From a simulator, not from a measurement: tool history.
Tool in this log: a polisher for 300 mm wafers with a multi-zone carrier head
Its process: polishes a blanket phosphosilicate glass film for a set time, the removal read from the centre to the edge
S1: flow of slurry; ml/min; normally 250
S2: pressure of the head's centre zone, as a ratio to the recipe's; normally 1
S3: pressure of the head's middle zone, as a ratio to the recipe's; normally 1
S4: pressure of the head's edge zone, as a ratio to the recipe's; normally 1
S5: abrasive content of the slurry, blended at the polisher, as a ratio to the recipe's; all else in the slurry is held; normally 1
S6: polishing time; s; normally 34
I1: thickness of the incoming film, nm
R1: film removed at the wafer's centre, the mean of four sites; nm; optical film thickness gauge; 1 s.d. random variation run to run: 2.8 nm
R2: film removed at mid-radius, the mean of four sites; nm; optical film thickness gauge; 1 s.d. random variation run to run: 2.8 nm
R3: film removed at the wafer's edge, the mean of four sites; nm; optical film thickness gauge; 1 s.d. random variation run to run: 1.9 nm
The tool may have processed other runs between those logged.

run,hour,S1,S2,S3,S4,S5,S6,I1,R1,R2,R3
1,0,250,1,1,1,1,34,1829.3,175.9,187.3,184.2
# hour 6: worn pad replaced by a new one
2,52.5,250,1,1,1,1,34,1838.2,199.6,209.2,205.5
3,140.3,250,1,1,1,1,34,1829.4,191.5,198.6,195.4
4,217.4,250,0.96,1,1,0.95,34,1820.9,164,179,173.8
# hour 238.6: worn pad replaced by a new one
# hour 247.3: slurry nozzle cleaned
# hour 431.5: carrier head's membrane replaced by a new one
# hour 444.5: worn pad replaced by a new one
# hour 485.1: centre zone pressure recalibrated
5,531.7,250,0.96,1,1,0.95,34,1825.6,182.4,206.1,198.5
# hour 587.8: edge zone pressure recalibrated
6,588.3,250,0.96,1,1,0.95,34,1839.3,173.4,189.8,191.8
7,631.4,250,1,1,1,1.1,34,1852.5,182.7,195,191.2
# hour 664.7: worn pad replaced by a new one
8,699.6,200,0.91,1.03,1,1,34,1803.2,181.9,214.3,201.9
# hour 759.1: slurry nozzle cleaned
9,772.6,325,1,1,0.92,1,34,1859.5,196.9,209.1,194.2
10,817.6,285,1,1,1,0.7,37,1826.4,167.8,178.5,175.9
# hour 859.4: worn pad replaced by a new one
11,879.7,250,1,1,1,1,43,1803.1,256.1,276.9,265.2
12,941.8,250,1,1,1.03,1,43,1860.8,249.1,257.3,266.1
13,986.8,250,1,1,1,1,34,1847.6,190.7,200.9,198.1
14,1042.4,180,1,0.9,1,1,34,1826.9,174.9,176.6,183.8

Branching from run 14: 5 alternative next runs. What would each branch give?
A,1042.8,250,1,1,1,1,34,1840.2,?,?,?
B,1042.8,305,1.06,1,1.08,1,40,1840.2,?,?,?
C,1042.8,250,1,0.89,0.97,1,34,1840.2,?,?,?
D,1042.8,250,1.04,1,1,0.75,34,1840.2,?,?,?
E,1042.8,250,0.94,1,1,1,34,1840.2,?,?,?

run,R1,R2,R3
A,178.5,192.7,187
B,226.1,229.7,230.1
C,178.4,180.7,184.7
D,159.8,165.8,160.9
E,167.7,192.8,187
Had the tool no hidden state, the same runs would have come out as:
run,R1,R2,R3
A,201,217,210.6
B,254.6,258.7,259.2
C,200.9,203.5,208
D,179.9,186.7,181.2
E,188.9,217.1,210.6
